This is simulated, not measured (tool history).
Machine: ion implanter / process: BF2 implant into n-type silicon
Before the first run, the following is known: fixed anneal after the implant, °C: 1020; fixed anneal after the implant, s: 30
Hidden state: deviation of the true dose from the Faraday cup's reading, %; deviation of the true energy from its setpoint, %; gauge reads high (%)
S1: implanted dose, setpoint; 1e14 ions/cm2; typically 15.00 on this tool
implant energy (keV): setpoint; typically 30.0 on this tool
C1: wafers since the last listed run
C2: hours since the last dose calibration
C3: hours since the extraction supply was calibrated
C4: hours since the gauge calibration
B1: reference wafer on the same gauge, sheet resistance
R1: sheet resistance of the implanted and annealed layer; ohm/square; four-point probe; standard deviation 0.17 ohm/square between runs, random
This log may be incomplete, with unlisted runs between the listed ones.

run 1 hour=0.0 | S1=18.14 implant_energy_(keV)=30.0 | C1=0 C2=1950.7 C3=4836.8 C4=55.7 | B1=107.94 | R1=109.97
run 2 hour=8.8 | S1=15.00 implant_energy_(keV)=26.0 | C1=162 C2=1959.5 C3=4845.6 C4=64.5 | B1=107.98 | R1=120.14
run 3 hour=19.5 | S1=15.00 implant_energy_(keV)=30.0 | C1=197 C2=1970.2 C3=4856.3 C4=75.2 | B1=107.97 | R1=114.43
run 4 hour=26.2 | S1=15.00 implant_energy_(keV)=30.0 | C1=123 C2=1976.9 C3=4863.0 C4=81.9 | B1=108.00 | R1=114.70
run 5 hour=36.5 | S1=15.00 implant_energy_(keV)=30.0 | C1=189 C2=1987.2 C3=4873.3 C4=92.2 | B1=107.99 | R1=114.25
run 6 hour=50.9 | S1=15.00 implant_energy_(keV)=30.0 | C1=265 C2=2001.6 C3=4887.7 C4=106.6 | B1=108.00 | R1=114.66
run 7 hour=65.7 | S1=15.00 implant_energy_(keV)=30.0 | C1=272 C2=2016.4 C3=4902.5 C4=121.4 | B1=108.03 | R1=114.72
run 8 hour=75.2 | S1=15.00 implant_energy_(keV)=30.0 | C1=175 C2=2025.9 C3=4912.0 C4=130.9 | B1=108.05 | R1=114.62
run 9 hour=129.2 | S1=15.00 implant_energy_(keV)=33.5 | C1=995 C2=2079.9 C3=4966.0 C4=184.9 | B1=108.02 | R1=110.32
run 10 hour=137.3 | S1=15.00 implant_energy_(keV)=22.0 | C1=149 C2=2088.0 C3=4974.1 C4=193.0 | B1=107.98 | R1=127.15
run 11 hour=154.7 | S1=15.00 implant_energy_(keV)=22.0 | C1=320 C2=2105.4 C3=4991.5 C4=210.4 | B1=108.06 | R1=127.09
run 12 hour=171.7 | S1=15.00 implant_energy_(keV)=22.0 | C1=313 C2=2122.4 C3=5008.5 C4=227.4 | B1=107.99 | R1=126.91
-- hour=180.9 Faraday cup replaced and dose calibrated
run 13 hour=183.0 | S1=15.00 implant_energy_(keV)=30.0 | C1=60 C2=2.1 C3=5019.8 C4=238.7 | B1=107.99 | R1=114.65
run 14 hour=196.9 | S1=15.00 implant_energy_(keV)=30.0 | C1=256 C2=16.0 C3=5033.7 C4=252.6 | B1=107.94 | R1=114.12
run 15 hour=206.4 | S1=11.79 implant_energy_(keV)=30.0 | C1=175 C2=25.5 C3=5043.2 C4=262.1 | B1=108.00 | R1=124.78
run 16 hour=220.6 | S1=12.65 implant_energy_(keV)=27.0 | C1=261 C2=39.7 C3=5057.4 C4=276.3 | B1=107.97 | R1=124.91
-- hour=233.9 extraction supply calibrated
run 17 hour=234.4 | S1=18.34 implant_energy_(keV)=30.0 | C1=106 C2=53.5 C3=0.5 C4=290.1 | B1=107.93 | R1=109.53
run 18 hour=234.7 | S1=10.87 implant_energy_(keV)=30.0 | C1=5 C2=53.8 C3=0.8 C4=290.4 | B1=108.03 | R1=129.84
run 19 hour=250.0 | S1=15.00 implant_energy_(keV)=30.0 | C1=282 C2=69.1 C3=16.1 C4=305.7 | B1=107.98 | R1=114.73
run 20 hour=260.7 | S1=18.14 implant_energy_(keV)=30.0 | C1=197 C2=79.8 C3=26.8 C4=316.4 | B1=108.07 | R1=109.98
run 21 hour=270.3 | S1=15.00 implant_energy_(keV)=30.0 | C1=176 C2=89.4 C3=36.4 C4=326.0 | B1=107.95 | R1=114.62
run 22 hour=283.4 | S1=15.00 implant_energy_(keV)=21.5 | C1=241 C2=102.5 C3=49.5 C4=339.1 | B1=108.02 | R1=127.88
-- hour=290.8 gauge calibrated
run 23 hour=316.1 | S1=19.21 implant_energy_(keV)=25.0 | C1=602 C2=135.2 C3=82.2 C4=25.3 | B1=108.11 | R1=116.29
run 24 hour=331.6 | S1=17.74 implant_energy_(keV)=23.0 | C1=285 C2=150.7 C3=97.7 C4=40.8 | B1=108.04 | R1=121.67
run 25 hour=342.9 | S1=15.00 implant_energy_(keV)=30.0 | C1=208 C2=162.0 C3=109.0 C4=52.1 | B1=107.99 | R1=114.76
run 26 hour=355.2 | S1=12.72 implant_energy_(keV)=38.5 | C1=226 C2=174.3 C3=121.3 C4=64.4 | B1=107.99 | R1=111.95
run 27 hour=363.8 | S1=15.00 implant_energy_(keV)=30.0 | C1=158 C2=182.9 C3=129.9 C4=73.0 | B1=108.02 | R1=114.81
run 28 hour=378.2 | S1=13.13 implant_energy_(keV)=38.5 | C1=265 C2=197.3 C3=144.3 C4=87.4 | B1=107.93 | R1=110.50

The tool's hidden state at each run:
deviation of the true dose from the Faraday cup's reading, %: 0 at every run
deviation of the true energy from its setpoint, %: 0 at every run
gauge reads high (%): 0 at every run

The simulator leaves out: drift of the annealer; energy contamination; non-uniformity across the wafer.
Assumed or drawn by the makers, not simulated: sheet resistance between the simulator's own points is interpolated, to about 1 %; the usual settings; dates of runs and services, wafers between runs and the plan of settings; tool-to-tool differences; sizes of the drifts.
